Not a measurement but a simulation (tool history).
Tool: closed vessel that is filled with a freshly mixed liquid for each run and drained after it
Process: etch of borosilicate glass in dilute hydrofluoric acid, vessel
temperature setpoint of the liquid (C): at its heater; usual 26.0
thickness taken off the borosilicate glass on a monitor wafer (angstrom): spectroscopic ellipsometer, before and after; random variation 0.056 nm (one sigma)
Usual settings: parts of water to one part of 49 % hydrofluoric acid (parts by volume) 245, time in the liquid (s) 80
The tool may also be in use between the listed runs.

run	hour	temperature setpoint of the liquid (C)	parts of water to one part of 49 % hydrofluoric acid (parts by volume)	time in the liquid (s)	read-back film thickness of the borosilicate glass reference wafer, read on the same gauge (nm)	thickness taken off the borosilicate glass on a monitor wafer (angstrom)
1	0.0	26.0	245	80	120.01	115.7
2	104.8	26.0	245	80	119.99	115.2
3	185.4	26.0	245	80	120.01	114.5
4	284.9	26.0	245	80	120.00	114.8
5	351.2	26.0	245	80	120.01	115.1
# hour 427.4: thermometer replaced
6	434.3	26.0	245	80	119.99	116.8
7	538.0	26.0	245	80	119.98	117.1
8	626.3	26.0	245	80	120.00	117.8
9	688.8	26.0	245	80	120.00	116.0
10	752.0	26.0	245	80	120.00	116.2
11	865.3	30.0	245	105	120.02	175.2
12	958.4	26.0	245	55	119.99	80.4
13	1021.1	24.5	180	80	119.99	162.3
# hour 1030.8: thermometer replaced
14	1101.7	26.0	245	80	119.99	117.5
15	1209.1	26.0	130	60	119.99	190.8
# hour 1264.0: hydrofluoric acid flow meter replaced
16	1272.5	26.0	245	80	119.99	122.6
17	1366.0	24.0	315	50	120.00	52.2
18	1435.4	26.0	245	80	119.99	122.6
19	1542.7	26.0	295	35	120.01	42.3
20	1604.7	26.0	245	80	120.01	123.3
21	1661.5	27.5	160	65	120.00	177.6
22	1699.2	26.0	245	80	120.01	123.4
# hour 1699.2: gauge calibrated
# hour 1700.4: thermometer replaced
# hour 1729.5: hydrofluoric acid flow meter replaced, repeated, since the last time left the tool worse
23	1760.2	26.0	305	80	120.00	85.1
24	1855.0	26.0	280	125	120.01	148.5
25	1913.1	24.0	245	65	119.99	85.7
26	1982.4	26.0	245	65	120.00	92.5
27	2052.1	22.0	275	40	119.99	42.8
28	2286.0	26.0	245	80	120.01	115.7
# hour 2326.3: thermometer replaced
29	2340.6	26.0	335	80	119.98	76.1
30	2551.5	21.5	245	115	120.01	139.3
31	2635.3	26.0	245	80	119.99	114.4
32	2731.4	26.0	245	45	120.00	65.0

Some steps in thickness taken off the borosilicate glass on a monitor wafer (angstrom) between neighbouring runs. How much of each would the tool show without its hidden state too (settings, what came in, random variation), and how much is left for the hidden state, with any gauge scatter that isn't in both results?
The hidden state here: liquid colder than its thermometer reads (K); hydrofluoric acid flow above the setpoint (%); gauge reads high (%).
Run 11 -> 12: temperature setpoint of the liquid (C) 30.0 -> 26.0, time in the liquid (s) 105 -> 55. thickness taken off the borosilicate glass on a monitor wafer (angstrom) -94.8: hidden state -3.4, all else -91.4.
Run 12 -> 13: temperature setpoint of the liquid (C) 26.0 -> 24.5, parts of water to one part of 49 % hydrofluoric acid (parts by volume) 245 -> 180, time in the liquid (s) 55 -> 80. thickness taken off the borosilicate glass on a monitor wafer (angstrom) +81.9: hidden state +2.9, all else +79.0.
Run 18 -> 19: parts of water to one part of 49 % hydrofluoric acid (parts by volume) 245 -> 295, time in the liquid (s) 80 -> 35. thickness taken off the borosilicate glass on a monitor wafer (angstrom) -80.3: hidden state -6.4, all else -73.9.
Run 19 -> 20: parts of water to one part of 49 % hydrofluoric acid (parts by volume) 295 -> 245, time in the liquid (s) 35 -> 80. thickness taken off the borosilicate glass on a monitor wafer (angstrom) +81.0: hidden state +6.8, all else +74.2.
Run 22 -> 23: parts of water to one part of 49 % hydrofluoric acid (parts by volume) 245 -> 305, gauge calibrated, thermometer replaced, hydrofluoric acid flow meter replaced, repeated, since the last time left the tool worse. thickness taken off the borosilicate glass on a monitor wafer (angstrom) -38.3: hidden state -10.3, all else -28.0.
